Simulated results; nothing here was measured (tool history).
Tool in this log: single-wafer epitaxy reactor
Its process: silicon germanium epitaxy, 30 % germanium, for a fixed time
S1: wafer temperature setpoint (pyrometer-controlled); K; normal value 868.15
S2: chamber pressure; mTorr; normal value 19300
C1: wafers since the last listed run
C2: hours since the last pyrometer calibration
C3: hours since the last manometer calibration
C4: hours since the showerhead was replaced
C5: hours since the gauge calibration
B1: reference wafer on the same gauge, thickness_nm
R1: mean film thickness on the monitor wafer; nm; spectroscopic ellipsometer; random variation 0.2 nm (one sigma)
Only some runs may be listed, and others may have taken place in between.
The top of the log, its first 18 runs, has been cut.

run	hour	S1	S2	C1	C2	C3	C4	C5	B1	R1
# hour 1015: capacitance manometer re-zeroed and calibrated
19	1015.5	868.15	19300	504	862.7	0.5	2744.4	209.6	56.611	56.332
20	1071.6	862.15	15700	591	918.8	56.6	2800.5	265.7	56.632	47.347
21	1096	875.15	19300	257	943.2	81	2824.9	290.1	56.562	64.229
22	1123.8	868.15	19300	292	971	108.8	2852.7	317.9	56.622	56.265
23	1180.6	868.15	19300	598	1027.8	165.6	2909.5	374.7	56.603	56.589
24	1247.7	868.15	19300	706	1094.9	232.7	2976.6	441.8	56.584	56.356
25	1283.6	863.15	16400	378	1130.8	268.6	3012.5	477.7	56.629	49.165
# hour 1317.9: showerhead replaced
26	1318.4	854.15	21800	282	1165.6	303.4	0.5	512.5	56.581	45.195
27	1375.9	868.15	19300	605	1223.1	360.9	58	570	56.597	56.13
# hour 1398.9: pyrometer calibrated
28	1441.8	877.15	24100	609	42.9	426.8	123.9	635.9	56.621	71.116
29	1485.7	876.15	19300	462	86.8	470.7	167.8	679.8	56.589	65.414
# hour 1551: capacitance manometer re-zeroed and calibrated, repeated, since the last time left the tool worse
30	1551.5	868.15	19300	608	152.6	0.5	233.6	745.6	56.594	58.511
31	1723	868.15	19300	1806	324.1	172	405.1	917.1	56.566	58.655
32	1789.1	868.15	19300	696	390.2	238.1	471.2	983.2	56.582	58.139
33	1856.3	861.15	22800	707	457.4	305.3	538.4	1050.4	56.587	54.137
34	1912.1	864.15	16000	587	513.2	361.1	594.2	1106.2	56.565	51.034
35	1963.2	858.15	20800	538	564.3	412.2	645.3	1157.3	56.581	49.658
36	1991.6	863.15	19300	299	592.7	440.6	673.7	1185.7	56.615	53.298

Predict each of these 3 candidate next runs independently; none follows another, all start after run 36:
A	1992	868.15	19300	4	593.1	441	674.1	1186.1	?	?
B	1992	862.15	23800	4	593.1	441	674.1	1186.1	?	?
C	1992	856.15	15300	4	593.1	441	674.1	1186.1	?	?

run	B1	R1
A	56.59	58.493
B	56.59	56.27
C	56.59	43.525
What these runs would have given with no unlogged condition in the tool:
run	R1
A	58.609
B	56.381
C	43.612
